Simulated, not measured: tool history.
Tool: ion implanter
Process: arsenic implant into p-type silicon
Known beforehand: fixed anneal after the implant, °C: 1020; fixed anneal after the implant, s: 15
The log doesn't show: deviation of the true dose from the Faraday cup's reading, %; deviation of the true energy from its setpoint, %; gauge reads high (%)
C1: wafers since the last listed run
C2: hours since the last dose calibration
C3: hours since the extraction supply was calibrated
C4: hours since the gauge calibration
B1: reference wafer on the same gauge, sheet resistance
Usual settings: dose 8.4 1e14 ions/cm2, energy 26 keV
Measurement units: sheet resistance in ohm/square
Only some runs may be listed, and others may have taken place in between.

Run 1, hour 0: usual settings; C1 0; C2 1162.2; C3 6462.1; C4 169; B1 114.92. Result: sheet resistance 129.42 ohm/square.
At hour 4.8: Faraday cup replaced and dose calibrated.
Run 2, hour 249.6: usual settings; C1 4747; C2 244.8; C3 6711.7; C4 418.6; B1 114.96. Result: sheet resistance 126.27 ohm/square.
Run 3, hour 331.6: usual settings but energy 22.5 keV; C1 1590; C2 326.8; C3 6793.7; C4 500.6; B1 114.89. Result: sheet resistance 130.19 ohm/square.
Run 4, hour 400: usual settings but energy 22.5 keV; C1 1326; C2 395.2; C3 6862.1; C4 569; B1 115.03. Result: sheet resistance 130.89 ohm/square.
Run 5, hour 447.3: usual settings; C1 917; C2 442.5; C3 6909.4; C4 616.3; B1 115.07. Result: sheet resistance 126.13 ohm/square.
Run 6, hour 553.2: usual settings; C1 2053; C2 548.4; C3 7015.3; C4 722.2; B1 115.02. Result: sheet resistance 127.09 ohm/square.
At hour 582.1: gauge calibrated.
Run 7, hour 592.8: usual settings; C1 767; C2 588; C3 7054.9; C4 10.7; B1 114.98. Result: sheet resistance 127.79 ohm/square.
Run 8, hour 666.3: usual settings but dose 8.92 1e14 ions/cm2, energy 20.5 keV; C1 1425; C2 661.5; C3 7128.4; C4 84.2; B1 115.08. Result: sheet resistance 129.99 ohm/square.
Run 9, hour 742.7: usual settings but dose 8.92 1e14 ions/cm2, energy 20.5 keV; C1 1481; C2 737.9; C3 7204.8; C4 160.6; B1 114.97. Result: sheet resistance 128.64 ohm/square.
At hour 753.2: extraction supply calibrated.
Run 10, hour 834.4: usual settings but dose 6.01 1e14 ions/cm2, energy 32.5 keV; C1 1623; C2 829.6; C3 81.2; C4 252.3; B1 114.99. Result: sheet resistance 155.92 ohm/square.
Run 11, hour 911.7: usual settings but dose 6.01 1e14 ions/cm2; C1 1498; C2 906.9; C3 158.5; C4 329.6; B1 115.04. Result: sheet resistance 162.56 ohm/square.
Run 12, hour 974.8: usual settings; C1 1223; C2 970; C3 221.6; C4 392.7; B1 114.97. Result: sheet resistance 128.04 ohm/square.
At hour 1027: Faraday cup replaced and dose calibrated.
Run 13, hour 1045.4: usual settings but dose 7.2 1e14 ions/cm2, energy 21.5 keV; C1 1213; C2 18.4; C3 292.2; C4 463.3; B1 115.07. Result: sheet resistance 143.88 ohm/square.
Run 14, hour 1102.8: usual settings but energy 33.5 keV; C1 1113; C2 75.8; C3 349.6; C4 520.7; B1 115.03. Result: sheet resistance 119.11 ohm/square.
Run 15, hour 1154.9: usual settings; C1 1010; C2 127.9; C3 401.7; C4 572.8; B1 114.98. Result: sheet resistance 125.87 ohm/square.
Run 16, hour 1258.8: usual settings but dose 7.12 1e14 ions/cm2; C1 2014; C2 231.8; C3 505.6; C4 676.7; B1 115. Result: sheet resistance 142.04 ohm/square.
Run 17, hour 1301.8: usual settings but dose 9.24 1e14 ions/cm2, energy 34.5 keV; C1 833; C2 274.8; C3 548.6; C4 719.7; B1 114.98. Result: sheet resistance 112.59 ohm/square.
Run 18, hour 1340.2: usual settings but dose 10.23 1e14 ions/cm2; C1 744; C2 313.2; C3 587; C4 758.1; B1 114.96. Result: sheet resistance 111.94 ohm/square.

Consider 3 possible next runs. They are alternatives, not a sequence: every one starts from the tool as it was left by run 18. What does each give?
Run A, hour 1340.6: usual settings; C1 7; C2 313.6; C3 587.4; C4 758.5; B1 ?. Result: sheet resistance ?.
Run B, hour 1340.6: usual settings but dose 7.03 1e14 ions/cm2, energy 31 keV; C1 7; C2 313.6; C3 587.4; C4 758.5; B1 ?. Result: sheet resistance ?.
Run C, hour 1340.6: usual settings but energy 23 keV; C1 7; C2 313.6; C3 587.4; C4 758.5; B1 ?. Result: sheet resistance ?.

run      B1  sheet resistance
  A  115.09             127.2
  B  115.09             139.6
  C  115.09            130.33
Without the tool's hidden state the same runs would have given:
run  sheet resistance
  A            124.47
  B            136.33
  C            127.61
